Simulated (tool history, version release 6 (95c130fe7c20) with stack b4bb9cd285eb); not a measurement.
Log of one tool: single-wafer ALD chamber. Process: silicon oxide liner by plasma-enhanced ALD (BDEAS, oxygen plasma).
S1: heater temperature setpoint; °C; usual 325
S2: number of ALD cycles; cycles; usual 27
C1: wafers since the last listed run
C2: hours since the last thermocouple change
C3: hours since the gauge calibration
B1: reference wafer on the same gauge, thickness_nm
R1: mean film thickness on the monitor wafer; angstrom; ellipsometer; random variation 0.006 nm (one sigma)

Run 1, hour 0: usual settings; C1 0; C2 1355.5; C3 786.9; B1 2.379. Result: R1 24.05 angstrom.
Run 2, hour 34.4: usual settings; C1 339; C2 1389.9; C3 821.3; B1 2.38. Result: R1 23.88 angstrom.
Run 3, hour 57.8: usual settings; C1 231; C2 1413.3; C3 844.7; B1 2.38. Result: R1 23.99 angstrom.
Run 4, hour 80.2: usual settings; C1 221; C2 1435.7; C3 867.1; B1 2.381. Result: R1 23.93 angstrom.
Run 5, hour 103.9: usual settings; C1 233; C2 1459.4; C3 890.8; B1 2.382. Result: R1 24.05 angstrom.
Run 6, hour 130.9: usual settings; C1 266; C2 1486.4; C3 917.8; B1 2.382. Result: R1 23.89 angstrom.
Run 7, hour 147.2: usual settings but S2 30 cycles; C1 160; C2 1502.7; C3 934.1; B1 2.379. Result: R1 26.63 angstrom.
Run 8, hour 181: usual settings but S2 30 cycles; C1 333; C2 1536.5; C3 967.9; B1 2.378. Result: R1 26.59 angstrom.
Run 9, hour 196.7: usual settings but S1 319 °C; C1 154; C2 1552.2; C3 983.6; B1 2.378. Result: R1 23.99 angstrom.
Run 10, hour 209.8: usual settings but S1 334 °C; C1 129; C2 1565.3; C3 996.7; B1 2.38. Result: R1 23.69 angstrom.
Run 11, hour 238.7: usual settings but S1 334 °C; C1 285; C2 1594.2; C3 1025.6; B1 2.379. Result: R1 23.68 angstrom.
Run 12, hour 273.7: usual settings but S1 334 °C; C1 345; C2 1629.2; C3 1060.6; B1 2.38. Result: R1 23.72 angstrom.
Run 13, hour 298.4: usual settings but S1 336 °C; C1 243; C2 1653.9; C3 1085.3; B1 2.378. Result: R1 23.52 angstrom.
Run 14, hour 317.9: usual settings but S1 336 °C; C1 192; C2 1673.4; C3 1104.8; B1 2.379. Result: R1 23.67 angstrom.
Run 15, hour 331.4: usual settings but S1 336 °C; C1 133; C2 1686.9; C3 1118.3; B1 2.38. Result: R1 23.56 angstrom.
Run 16, hour 349.3: usual settings; C1 176; C2 1704.8; C3 1136.2; B1 2.376. Result: R1 23.89 angstrom.
At hour 371.8: thermocouple changed; heater temperature recalibrated.
Run 17, hour 383.9: usual settings but S1 328 °C; C1 262; C2 12.1; C3 1170.8; B1 2.38. Result: R1 23.87 angstrom.
Run 18, hour 400.9: usual settings but S1 328 °C; C1 167; C2 29.1; C3 1187.8; B1 2.382. Result: R1 23.93 angstrom.
At hour 403.6: gauge calibrated.
Run 19, hour 429.5: usual settings but S1 328 °C; C1 282; C2 57.7; C3 25.9; B1 2.379. Result: R1 23.77 angstrom.
Run 20, hour 456.6: usual settings; C1 267; C2 84.8; C3 53; B1 2.381. Result: R1 23.95 angstrom.
Run 21, hour 481: usual settings; C1 240; C2 109.2; C3 77.4; B1 2.38. Result: R1 24.03 angstrom.
Run 22, hour 510.4: usual settings; C1 290; C2 138.6; C3 106.8; B1 2.38. Result: R1 23.9 angstrom.
Run 23, hour 541.1: usual settings; C1 303; C2 169.3; C3 137.5; B1 2.38. Result: R1 23.9 angstrom.
Run 24, hour 554.9: usual settings; C1 136; C2 183.1; C3 151.3; B1 2.379. Result: R1 23.89 angstrom.
Run 25, hour 582.4: usual settings but S1 320 °C, S2 32 cycles; C1 271; C2 210.6; C3 178.8; B1 2.379. Result: R1 28.62 angstrom.
Run 26, hour 604.4: usual settings; C1 217; C2 232.6; C3 200.8; B1 2.38. Result: R1 23.96 angstrom.
Run 27, hour 628: usual settings; C1 232; C2 256.2; C3 224.4; B1 2.38. Result: R1 24.04 angstrom.
Run 28, hour 659.8: usual settings but S2 25 cycles; C1 313; C2 288; C3 256.2; B1 2.379. Result: R1 22.18 angstrom.
Run 29, hour 678.8: usual settings but S1 321 °C, S2 30 cycles; C1 187; C2 307; C3 275.2; B1 2.381. Result: R1 26.77 angstrom.
Run 30, hour 696.6: usual settings; C1 175; C2 324.8; C3 293; B1 2.379. Result: R1 24.01 angstrom.
Run 31, hour 714.5: usual settings but S1 329 °C, S2 29 cycles; C1 176; C2 342.7; C3 310.9; B1 2.38. Result: R1 25.74 angstrom.
Run 32, hour 731.3: usual settings but S1 333 °C, S2 29 cycles; C1 165; C2 359.5; C3 327.7; B1 2.378. Result: R1 25.43 angstrom.
Run 33, hour 750: usual settings; C1 184; C2 378.2; C3 346.4; B1 2.381. Result: R1 23.97 angstrom.
Run 34, hour 774.4: usual settings but S1 320 °C, S2 30 cycles; C1 240; C2 402.6; C3 370.8; B1 2.381. Result: R1 26.88 angstrom.
Run 35, hour 796.6: usual settings; C1 219; C2 424.8; C3 393; B1 2.38. Result: R1 23.99 angstrom.
Run 36, hour 818.2: usual settings but S1 329 °C, S2 24 cycles; C1 213; C2 446.4; C3 414.6; B1 2.379. Result: R1 21.22 angstrom.
Run 37, hour 834.7: usual settings; C1 162; C2 462.9; C3 431.1; B1 2.376. Result: R1 24.01 angstrom.
Run 38, hour 855: usual settings but S1 329 °C, S2 23 cycles; C1 200; C2 483.2; C3 451.4; B1 2.378. Result: R1 20.3 angstrom.
Run 39, hour 886.2: usual settings but S2 28 cycles; C1 308; C2 514.4; C3 482.6; B1 2.381. Result: R1 24.79 angstrom.
Run 40, hour 910.5: usual settings; C1 239; C2 538.7; C3 506.9; B1 2.382. Result: R1 23.94 angstrom.
Run 41, hour 941.2: usual settings but S1 335 °C, S2 24 cycles; C1 303; C2 569.4; C3 537.6; B1 2.38. Result: R1 21.04 angstrom.
Run 42, hour 971.2: usual settings but S1 312 °C; C1 296; C2 599.4; C3 567.6; B1 2.382. Result: R1 24.34 angstrom.
Run 43, hour 992.1: usual settings; C1 206; C2 620.3; C3 588.5; B1 2.38. Result: R1 23.93 angstrom.
Run 44, hour 1012.3: usual settings but S1 338 °C, S2 30 cycles; C1 199; C2 640.5; C3 608.7; B1 2.378. Result: R1 26.19 angstrom.
Run 45, hour 1025.4: usual settings but S1 337 °C, S2 23 cycles; C1 129; C2 653.6; C3 621.8; B1 2.379. Result: R1 20.07 angstrom.
Run 46, hour 1053.7: usual settings but S1 337 °C; C1 279; C2 681.9; C3 650.1; B1 2.381. Result: R1 23.57 angstrom.
Run 47, hour 1071.1: usual settings but S1 315 °C, S2 32 cycles; C1 171; C2 699.3; C3 667.5; B1 2.38. Result: R1 28.74 angstrom.
Run 48, hour 1084: usual settings but S1 331 °C, S2 24 cycles; C1 127; C2 712.2; C3 680.4; B1 2.38. Result: R1 21.15 angstrom.

The tool's hidden state at each run:
wafer temperature above the value expected at the setpoint (K): 0 in every run
gauge reads high (%): 0 in every run
